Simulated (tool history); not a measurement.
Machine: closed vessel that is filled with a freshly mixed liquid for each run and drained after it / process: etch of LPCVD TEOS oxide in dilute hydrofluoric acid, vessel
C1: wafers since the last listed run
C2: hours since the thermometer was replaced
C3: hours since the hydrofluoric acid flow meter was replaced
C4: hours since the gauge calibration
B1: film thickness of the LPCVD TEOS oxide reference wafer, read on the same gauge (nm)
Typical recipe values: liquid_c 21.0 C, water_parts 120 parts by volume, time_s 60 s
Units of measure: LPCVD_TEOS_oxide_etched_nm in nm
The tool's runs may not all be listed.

run 1 hour=0.0 | liquid_c=21.0 water_parts=120 time_s=45 | C1=0 C2=2231.0 C3=1276.2 C4=304.5 | B1=149.97 | LPCVD_TEOS_oxide_etched_nm=6.27
run 2 hour=14.9 | liquid_c=21.0 water_parts=120 time_s=45 | C1=1473 C2=2245.9 C3=1291.1 C4=319.4 | B1=149.95 | LPCVD_TEOS_oxide_etched_nm=6.29
run 3 hour=28.8 | liquid_c=21.0 water_parts=120 time_s=60 | C1=1374 C2=2259.8 C3=1305.0 C4=333.3 | B1=149.99 | LPCVD_TEOS_oxide_etched_nm=8.24
run 4 hour=52.2 | liquid_c=21.0 water_parts=120 time_s=60 | C1=2314 C2=2283.2 C3=1328.4 C4=356.7 | B1=149.97 | LPCVD_TEOS_oxide_etched_nm=8.39
run 5 hour=80.2 | liquid_c=21.0 water_parts=120 time_s=60 | C1=2769 C2=2311.2 C3=1356.4 C4=384.7 | B1=149.95 | LPCVD_TEOS_oxide_etched_nm=8.31
run 6 hour=116.1 | liquid_c=21.0 water_parts=120 time_s=60 | C1=3551 C2=2347.1 C3=1392.3 C4=420.6 | B1=149.99 | LPCVD_TEOS_oxide_etched_nm=8.33
run 7 hour=150.5 | liquid_c=21.0 water_parts=120 time_s=60 | C1=3402 C2=2381.5 C3=1426.7 C4=455.0 | B1=150.03 | LPCVD_TEOS_oxide_etched_nm=8.29
run 8 hour=173.8 | liquid_c=21.0 water_parts=120 time_s=60 | C1=2304 C2=2404.8 C3=1450.0 C4=478.3 | B1=149.97 | LPCVD_TEOS_oxide_etched_nm=8.22
-- hour=186.6 gauge calibrated
run 9 hour=204.5 | liquid_c=21.0 water_parts=120 time_s=60 | C1=3036 C2=2435.5 C3=1480.7 C4=17.9 | B1=150.02 | LPCVD_TEOS_oxide_etched_nm=8.33
run 10 hour=235.7 | liquid_c=21.0 water_parts=120 time_s=60 | C1=3086 C2=2466.7 C3=1511.9 C4=49.1 | B1=149.97 | LPCVD_TEOS_oxide_etched_nm=8.22
-- hour=247.6 hydrofluoric acid flow meter replaced
-- hour=271.0 thermometer replaced
run 11 hour=271.5 | liquid_c=23.5 water_parts=160 time_s=60 | C1=3343 C2=0.5 C3=23.9 C4=84.9 | B1=150.02 | LPCVD_TEOS_oxide_etched_nm=6.63
run 12 hour=291.0 | liquid_c=21.0 water_parts=165 time_s=60 | C1=1928 C2=20.0 C3=43.4 C4=104.4 | B1=149.98 | LPCVD_TEOS_oxide_etched_nm=5.73
run 13 hour=303.2 | liquid_c=25.5 water_parts=120 time_s=40 | C1=1206 C2=32.2 C3=55.6 C4=116.6 | B1=150.02 | LPCVD_TEOS_oxide_etched_nm=6.65
run 14 hour=318.4 | liquid_c=24.0 water_parts=60 time_s=70 | C1=1503 C2=47.4 C3=70.8 C4=131.8 | B1=149.97 | LPCVD_TEOS_oxide_etched_nm=23.43
run 15 hour=339.3 | liquid_c=21.0 water_parts=120 time_s=75 | C1=2067 C2=68.3 C3=91.7 C4=152.7 | B1=150.01 | LPCVD_TEOS_oxide_etched_nm=10.32
run 16 hour=364.5 | liquid_c=21.0 water_parts=120 time_s=60 | C1=2492 C2=93.5 C3=116.9 C4=177.9 | B1=149.98 | LPCVD_TEOS_oxide_etched_nm=8.23
run 17 hour=392.2 | liquid_c=24.5 water_parts=150 time_s=90 | C1=2740 C2=121.2 C3=144.6 C4=205.6 | B1=150.02 | LPCVD_TEOS_oxide_etched_nm=11.01
run 18 hour=418.8 | liquid_c=21.0 water_parts=120 time_s=40 | C1=2631 C2=147.8 C3=171.2 C4=232.2 | B1=149.97 | LPCVD_TEOS_oxide_etched_nm=5.52
run 19 hour=447.8 | liquid_c=17.0 water_parts=155 time_s=35 | C1=2868 C2=176.8 C3=200.2 C4=261.2 | B1=149.99 | LPCVD_TEOS_oxide_etched_nm=3.10
run 20 hour=460.8 | liquid_c=21.0 water_parts=120 time_s=45 | C1=1285 C2=189.8 C3=213.2 C4=274.2 | B1=149.94 | LPCVD_TEOS_oxide_etched_nm=6.17

Each row is a separate what-if for the run after 20, all from the same tool condition, not one after another. Results?
run A hour=461.5 | liquid_c=21.0 water_parts=120 time_s=60 | C1=69 C2=190.5 C3=213.9 C4=274.9 | B1=? | LPCVD_TEOS_oxide_etched_nm=?
run B hour=461.5 | liquid_c=25.5 water_parts=90 time_s=60 | C1=69 C2=190.5 C3=213.9 C4=274.9 | B1=? | LPCVD_TEOS_oxide_etched_nm=?
run C hour=461.5 | liquid_c=21.0 water_parts=140 time_s=60 | C1=69 C2=190.5 C3=213.9 C4=274.9 | B1=? | LPCVD_TEOS_oxide_etched_nm=?
run D hour=461.5 | liquid_c=25.0 water_parts=80 time_s=35 | C1=69 C2=190.5 C3=213.9 C4=274.9 | B1=? | LPCVD_TEOS_oxide_etched_nm=?
run E hour=461.5 | liquid_c=18.0 water_parts=60 time_s=35 | C1=69 C2=190.5 C3=213.9 C4=274.9 | B1=? | LPCVD_TEOS_oxide_etched_nm=?

run=A B1=149.94 LPCVD_TEOS_oxide_etched_nm=8.31
run=B B1=149.94 LPCVD_TEOS_oxide_etched_nm=13.74
run=C B1=149.94 LPCVD_TEOS_oxide_etched_nm=6.97
run=D B1=149.94 LPCVD_TEOS_oxide_etched_nm=8.96
run=E B1=149.94 LPCVD_TEOS_oxide_etched_nm=9.16
What these runs would have given with no unlogged condition in the tool:
run=A LPCVD_TEOS_oxide_etched_nm=8.31
run=B LPCVD_TEOS_oxide_etched_nm=13.74
run=C LPCVD_TEOS_oxide_etched_nm=6.97
run=D LPCVD_TEOS_oxide_etched_nm=8.96
run=E LPCVD_TEOS_oxide_etched_nm=9.16
